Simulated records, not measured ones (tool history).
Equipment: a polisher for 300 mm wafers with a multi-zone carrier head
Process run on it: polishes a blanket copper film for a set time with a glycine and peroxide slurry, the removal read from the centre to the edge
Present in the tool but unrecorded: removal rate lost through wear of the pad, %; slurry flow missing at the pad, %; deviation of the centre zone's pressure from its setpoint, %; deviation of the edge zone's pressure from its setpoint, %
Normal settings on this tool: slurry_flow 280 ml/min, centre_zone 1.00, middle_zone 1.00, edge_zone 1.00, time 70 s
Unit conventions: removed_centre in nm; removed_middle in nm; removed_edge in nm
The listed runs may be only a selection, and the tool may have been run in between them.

run     day  slurry_flow  centre_zone  middle_zone  edge_zone  time  wafers since the last listed run  wafers polished on this pad  hours since the slurry nozzle was cleaned  hours since the centre zone pressure was calibrated  hours since the edge zone pressure was calibrated  hours since the carrier head's membrane was replaced  incoming thickness of the incoming film, nm  removed_centre  removed_middle  removed_edge
  1   0.000          280         1.00         1.00       1.00    57                                 0                           84                                      481.5                                                266.3                                              213.9                                                 549.4                                       2234.6           262.0           272.0         271.4
      2.221  -- carrier head's membrane replaced by a new one
  2   2.804          280         1.00         1.00       1.00    57                               746                          831                                      548.8                                                333.6                                              281.2                                                  14.0                                       2266.7           243.4           249.4         255.2
  3   4.942          280         1.00         1.00       1.00    57                               614                         1446                                      600.1                                                384.9                                              332.5                                                  65.3                                       2222.3           239.7           249.3         251.9
  4   5.975          280         1.00         1.00       1.00    70                               297                         1743                                      624.9                                                409.7                                              357.3                                                  90.1                                       2272.5           290.5           300.3         291.3
  5   7.504          280         1.00         1.09       1.00    70                               439                         2182                                      661.6                                                446.4                                              394.0                                                 126.8                                       2216.1           292.8           312.8         291.5
      8.212  -- worn pad replaced by a new one
  6   9.525          280         1.00         1.09       1.00    70                               533                          377                                      710.1                                                494.9                                              442.5                                                 175.3                                       2262.8           312.4           338.5         316.2
     11.408  -- edge zone pressure recalibrated
  7  12.075          280         0.98         1.00       1.00    70                               709                         1087                                      771.3                                                556.1                                               16.0                                                 236.5                                       2239.1           287.4           288.4         308.7
     15.633  -- slurry nozzle cleaned
  8  16.300          280         0.98         1.00       1.00    70                              1203                         2290                                       16.0                                                657.5                                              117.4                                                 337.9                                       2234.8           296.8           305.2         304.3
  9  17.967          280         1.00         1.00       1.00    70                               479                         2769                                       56.0                                                697.5                                              157.4                                                 377.9                                       2272.5           295.0           308.5         312.2
     18.950  -- worn pad replaced by a new one
 10  19.017          280         1.00         0.91       1.00    70                               254                           19                                       81.2                                                722.7                                              182.6                                                 403.1                                       2220.1           342.9           323.0         341.1
 11  20.058          280         1.00         0.91       1.00    70                               299                          318                                      106.2                                                747.7                                              207.6                                                 428.1                                       2292.5           333.2           307.3         332.8
 12  21.817          250         1.00         0.91       0.97    49                               505                          824                                      148.4                                                789.9                                              249.8                                                 470.3                                       2266.6           218.9           202.9         217.2
 13  24.779          280         1.00         1.00       1.00    89                               851                         1676                                      219.5                                                861.0                                              320.9                                                 541.4                                       2261.5           397.1           395.0         397.8
     27.196  -- edge zone pressure recalibrated
 14  27.654          280         0.93         1.00       1.00    63                               802                         2479                                      288.5                                                930.0                                               11.0                                                 610.4                                       2218.9           255.6           280.0         270.1
     28.667  -- carrier head's membrane replaced by a new one
     29.071  -- worn pad replaced by a new one
 15  30.104          280         1.00         1.00       0.94    70                               596                          296                                      347.3                                                988.8                                               69.8                                                  34.5                                       2214.1           333.3           332.6         334.2
 16  32.567          280         1.00         1.08       1.00    70                               708                         1005                                      406.4                                               1047.9                                              128.9                                                  93.6                                       2289.6           310.5           341.7         320.8
 17  35.096          210         0.90         1.00       1.10    49                               727                         1732                                      467.1                                               1108.6                                              189.6                                                 154.3                                       2264.1           185.8           202.9         214.9
     37.550  -- centre zone pressure recalibrated
 18  38.075          280         1.00         1.00       1.00    93                               832                         2565                                      538.6                                                 12.6                                              261.1                                                 225.8                                       2275.1           392.6           406.0         399.4
     38.596  -- worn pad replaced by a new one
 19  39.225          280         1.00         1.00       1.00    70                               282                          180                                      566.2                                                 40.2                                              288.7                                                 253.4                                       2208.2           320.5           327.7         328.5

Run 20 has not been measured yet. What should we expect?
 20  42.104          280         1.04         1.00       1.00    52                               827                         1008                                      635.3                                                109.3                                              357.8                                                 322.5                                       2205.6               ?               ?             ?

Run 20 yielded removed_centre 231.2 nm, removed_middle 219.4 nm, removed_edge 231.9 nm.
Take away the tool's hidden state, keep the run-to-run variation as it was, and the same run would have given removed_centre 267.9 nm, removed_middle 253.2 nm, removed_edge 265.5 nm.
